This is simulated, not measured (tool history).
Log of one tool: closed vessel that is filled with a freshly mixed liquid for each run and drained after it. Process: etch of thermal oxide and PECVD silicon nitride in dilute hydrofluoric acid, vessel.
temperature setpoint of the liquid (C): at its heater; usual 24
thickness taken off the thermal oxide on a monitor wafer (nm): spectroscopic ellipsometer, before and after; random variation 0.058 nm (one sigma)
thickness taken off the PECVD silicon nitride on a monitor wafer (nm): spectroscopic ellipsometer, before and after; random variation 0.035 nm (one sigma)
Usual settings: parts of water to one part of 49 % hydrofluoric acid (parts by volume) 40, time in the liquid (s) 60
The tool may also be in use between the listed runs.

run,hour,temperature setpoint of the liquid (C),parts of water to one part of 49 % hydrofluoric acid (parts by volume),time in the liquid (s),"read-back film thickness of the thermal oxide reference wafer, read on the same gauge (nm)","read-back film thickness of the PECVD silicon nitride reference wafer, read on the same gauge (nm)",thickness taken off the thermal oxide on a monitor wafer (nm),thickness taken off the PECVD silicon nitride on a monitor wafer (nm)
1,0,22.5,40,85,100.01,90.006,11.96,6.446
2,58.6,22.5,40,85,100,90.014,12.24,6.526
3,94.7,24,30,60,99.99,90.024,12.3,6.73
4,188.3,24,30,60,99.98,90.015,12.47,6.707
5,291.7,20.5,40,70,100,90.035,9.29,4.763
6,340.8,24,40,40,100,90.023,6.21,3.459
7,448.4,24,40,40,100,89.979,6.24,3.49
8,513.8,24,40,40,100,89.999,6.28,3.592
9,582.8,24,35,60,100.01,90.003,10.88,6.061
10,620.6,24,35,60,100,89.964,10.97,6.07
11,695.2,24,35,60,100.02,89.989,10.93,6.021
# hour 783.7: thermometer replaced
12,788.9,24,40,60,99.98,90.061,8.62,4.579
13,865,29,50,35,100,90.035,4.93,3.044
14,966.7,24,40,60,99.99,90.022,8.68,4.618
15,1022.4,24,50,30,99.99,89.98,3.51,1.899
# hour 1067.8: gauge calibrated
# hour 1090.1: hydrofluoric acid flow meter replaced
16,1111.2,25.5,40,60,100,90.043,8.65,4.877
17,1186.9,20.5,25,30,100.02,90.032,5.76,2.777
18,1292.5,21.5,30,60,100,89.996,10.23,4.973
19,1357,24,50,60,100,90.009,6.59,3.62
20,1417.5,24,40,60,100.01,90.008,8.44,4.463
21,1497.8,24,40,60,100.01,90.032,8.45,4.601
22,1587.5,24,40,75,100,89.952,10.78,5.828
23,1644.9,24,50,60,99.99,89.987,6.79,3.725
24,1733.7,26,60,60,99.99,90.018,6.18,3.593
25,1799.8,24,40,90,100.01,89.996,13.05,6.998
26,1882.6,24,40,60,100,89.981,8.74,4.803

Forecast each of these 4 alternatives for the next run:
A,1883.3,19,40,60,?,?,?,?
B,1883.3,26.5,55,30,?,?,?,?
C,1883.3,24,40,45,?,?,?,?
D,1883.3,21.5,40,60,?,?,?,?

run,"read-back film thickness of the thermal oxide reference wafer, read on the same gauge (nm)","read-back film thickness of the PECVD silicon nitride reference wafer, read on the same gauge (nm)",thickness taken off the thermal oxide on a monitor wafer (nm),thickness taken off the PECVD silicon nitride on a monitor wafer (nm)
A,99.99,89.94,7.01,3.367
B,99.99,89.94,3.41,2.048
C,99.99,89.94,6.49,3.555
D,99.99,89.94,7.8,4.001
Without the tool's hidden state the same runs would have given:
run,thickness taken off the thermal oxide on a monitor wafer (nm),thickness taken off the PECVD silicon nitride on a monitor wafer (nm)
A,6.37,2.964
B,3.1,1.811
C,5.9,3.139
D,7.08,3.528
